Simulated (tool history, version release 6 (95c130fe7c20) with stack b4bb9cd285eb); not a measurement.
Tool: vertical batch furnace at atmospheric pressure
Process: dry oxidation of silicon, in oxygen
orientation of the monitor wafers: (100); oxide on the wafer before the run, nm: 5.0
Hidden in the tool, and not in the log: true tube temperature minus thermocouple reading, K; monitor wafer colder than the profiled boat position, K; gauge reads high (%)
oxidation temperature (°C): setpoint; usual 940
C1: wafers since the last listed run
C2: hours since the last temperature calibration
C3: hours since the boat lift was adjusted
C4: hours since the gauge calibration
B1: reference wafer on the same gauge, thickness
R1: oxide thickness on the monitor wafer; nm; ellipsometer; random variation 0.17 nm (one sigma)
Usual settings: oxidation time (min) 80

Run 1, hour 0: usual settings; C1 0; C2 1892.6; C3 2289.8; C4 746.6; B1 41.12. Result: R1 37.13 nm.
Run 2, hour 44: usual settings; C1 746; C2 1936.6; C3 2333.8; C4 790.6; B1 41.08. Result: R1 37.69 nm.
Run 3, hour 70.9: usual settings but oxidation temperature (°C) 950, oxidation time (min) 107; C1 456; C2 1963.5; C3 2360.7; C4 817.5; B1 41.12. Result: R1 50.27 nm.
Run 4, hour 141.2: usual settings; C1 1193; C2 2033.8; C3 2431; C4 887.8; B1 41.14. Result: R1 37.2 nm.
Run 5, hour 172.3: usual settings; C1 527; C2 2064.9; C3 2462.1; C4 918.9; B1 41.08. Result: R1 37.5 nm.
Run 6, hour 201.3: usual settings; C1 492; C2 2093.9; C3 2491.1; C4 947.9; B1 41.09. Result: R1 37.3 nm.
Run 7, hour 251.5: usual settings but oxidation time (min) 98; C1 851; C2 2144.1; C3 2541.3; C4 998.1; B1 41.13. Result: R1 42.28 nm.
Run 8, hour 293.2: usual settings but oxidation time (min) 98; C1 707; C2 2185.8; C3 2583; C4 1039.8; B1 41.07. Result: R1 42.93 nm.
Run 9, hour 337.8: usual settings but oxidation temperature (°C) 952, oxidation time (min) 65.5; C1 756; C2 2230.4; C3 2627.6; C4 1084.4; B1 41.12. Result: R1 37.15 nm.
Run 10, hour 384.5: usual settings but oxidation temperature (°C) 952, oxidation time (min) 65.5; C1 792; C2 2277.1; C3 2674.3; C4 1131.1; B1 41.12. Result: R1 36.53 nm.
Run 11, hour 412: usual settings but oxidation temperature (°C) 952, oxidation time (min) 65.5; C1 466; C2 2304.6; C3 2701.8; C4 1158.6; B1 41.11. Result: R1 37.01 nm.
Run 12, hour 444.1: usual settings; C1 544; C2 2336.7; C3 2733.9; C4 1190.7; B1 41.08. Result: R1 37.2 nm.
Run 13, hour 509.9: usual settings; C1 1116; C2 2402.5; C3 2799.7; C4 1256.5; B1 41.12. Result: R1 37.2 nm.
At hour 559: gauge calibrated.
At hour 595.7: thermocouples replaced and temperature profile calibrated.
At hour 678.8: boat lift adjusted.
Run 14, hour 679.3: usual settings but oxidation temperature (°C) 953; C1 2060; C2 83.6; C3 0.5; C4 120.3; B1 41.11. Result: R1 41.63 nm.
Run 15, hour 697.3: usual settings; C1 305; C2 101.6; C3 18.5; C4 138.3; B1 41.08. Result: R1 36.87 nm.
Run 16, hour 746.6: usual settings but oxidation temperature (°C) 916, oxidation time (min) 46; C1 836; C2 150.9; C3 67.8; C4 187.6; B1 41.1. Result: R1 21.31 nm.
Run 17, hour 813.1: usual settings; C1 1128; C2 217.4; C3 134.3; C4 254.1; B1 41.09. Result: R1 36.55 nm.
Run 18, hour 839.7: usual settings but oxidation temperature (°C) 955, oxidation time (min) 116.5; C1 451; C2 244; C3 160.9; C4 280.7; B1 41.08. Result: R1 54.79 nm.
Run 19, hour 904: usual settings but oxidation temperature (°C) 918, oxidation time (min) 63; C1 1091; C2 308.3; C3 225.2; C4 345; B1 41.07. Result: R1 25.83 nm.
Run 20, hour 943.7: usual settings but oxidation temperature (°C) 917, oxidation time (min) 106.5; C1 673; C2 348; C3 264.9; C4 384.7; B1 41.12. Result: R1 35.07 nm.
At hour 982: boat lift adjusted, repeated, since the last time left the tool worse.
Run 21, hour 991.1: usual settings but oxidation time (min) 105.5; C1 397; C2 395.4; C3 9.1; C4 432.1; B1 41.09. Result: R1 45.93 nm.
Run 22, hour 1038.8: usual settings but oxidation temperature (°C) 959, oxidation time (min) 52; C1 809; C2 443.1; C3 56.8; C4 479.8; B1 41.07. Result: R1 35.19 nm.
Run 23, hour 1064.8: usual settings but oxidation temperature (°C) 916, oxidation time (min) 96.5; C1 441; C2 469.1; C3 82.8; C4 505.8; B1 41.11. Result: R1 33.96 nm.
Run 24, hour 1104.5: usual settings but oxidation temperature (°C) 929; C1 673; C2 508.8; C3 122.5; C4 545.5; B1 41.11. Result: R1 34.21 nm.
Run 25, hour 1169.1: usual settings; C1 1096; C2 573.4; C3 187.1; C4 610.1; B1 41.12. Result: R1 38.15 nm.
Run 26, hour 1233.8: usual settings; C1 1098; C2 638.1; C3 251.8; C4 674.8; B1 41.13. Result: R1 38.1 nm.
Run 27, hour 1299.3: usual settings but oxidation temperature (°C) 917; C1 1111; C2 703.6; C3 317.3; C4 740.3; B1 41.09. Result: R1 30.42 nm.
Run 28, hour 1347.2: usual settings but oxidation temperature (°C) 956, oxidation time (min) 63.5; C1 812; C2 751.5; C3 365.2; C4 788.2; B1 41.12. Result: R1 38.51 nm.

Forecast each of these 4 alternatives for the next run:
Run A, hour 1351.4: usual settings; C1 71; C2 755.7; C3 369.4; C4 792.4; B1 ?. Result: R1 ?.
Run B, hour 1351.4: usual settings but oxidation time (min) 55.5; C1 71; C2 755.7; C3 369.4; C4 792.4; B1 ?. Result: R1 ?.
Run C, hour 1351.4: usual settings but oxidation temperature (°C) 932, oxidation time (min) 105.5; C1 71; C2 755.7; C3 369.4; C4 792.4; B1 ?. Result: R1 ?.
Run D, hour 1351.4: usual settings but oxidation temperature (°C) 932; C1 71; C2 755.7; C3 369.4; C4 792.4; B1 ?. Result: R1 ?.

run     B1     R1
  A  41.14  37.92
  B  41.14  30.09
  C  41.14  42.11
  D  41.14  35.11
Without the tool's hidden state the same runs would have given:
run     R1
  A  38.27
  B  30.37
  C  42.51
  D  35.42
